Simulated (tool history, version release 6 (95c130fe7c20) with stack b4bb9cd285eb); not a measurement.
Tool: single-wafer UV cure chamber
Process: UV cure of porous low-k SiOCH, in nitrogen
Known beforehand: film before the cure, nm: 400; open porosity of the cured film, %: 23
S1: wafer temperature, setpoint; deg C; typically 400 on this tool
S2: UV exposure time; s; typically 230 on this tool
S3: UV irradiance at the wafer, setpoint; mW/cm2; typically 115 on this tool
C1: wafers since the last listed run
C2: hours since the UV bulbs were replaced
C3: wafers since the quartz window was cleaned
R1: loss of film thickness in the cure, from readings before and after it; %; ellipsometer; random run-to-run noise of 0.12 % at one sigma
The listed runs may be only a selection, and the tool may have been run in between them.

run   hour   S1   S2   S3   C1      C2    C3      R1
  1    0.0  400  230  115    0  1577.1  1467  10.602
  2   35.7  400  230  115  290  1612.8  1758  10.564
  3   51.1  400  230  115  125  1628.2  1884  10.642
  4   83.9  400  230  115  267  1661.0  2151  10.593
  5  102.6  400  280  115  152  1679.7  2303  11.495
  6  124.0  400  230  124  174  1701.1  2477  10.917
  7  136.2  400  230  124   99  1713.3  2577  10.711
  8  155.1  400  230  124  153  1732.2  2731  10.634
     192.2  -- UV bulbs replaced
  9  192.7  400  230  115  241     0.5  2972  12.566
 10  208.6  400  230  115  129    16.4  3101  12.763
 11  228.0  400  230  115  158    35.8  3259  12.428
 12  244.0  415  230   84  130    51.8  3390  11.326
 13  279.4  407  135  115  288    87.2  3678  10.134
 14  311.7  414  165  115  263   119.5  3941  11.228
     340.3  -- quartz window cleaned
 15  346.4  415  230   85  217   154.2    49  11.346
 16  381.4  400  135   90  285   189.2   334   8.815
 17  429.0  400  230  115  387   236.8   722  12.411
 18  457.4  387  230  115  231   265.2   953  12.015

Forecast run 19:
 19  474.9  400  230  115  142  282.7  1096   ?

{"run 19": {"R1": 12.088}}
Had the tool carried no hidden state, the very same run would have given R1 12.437 %.
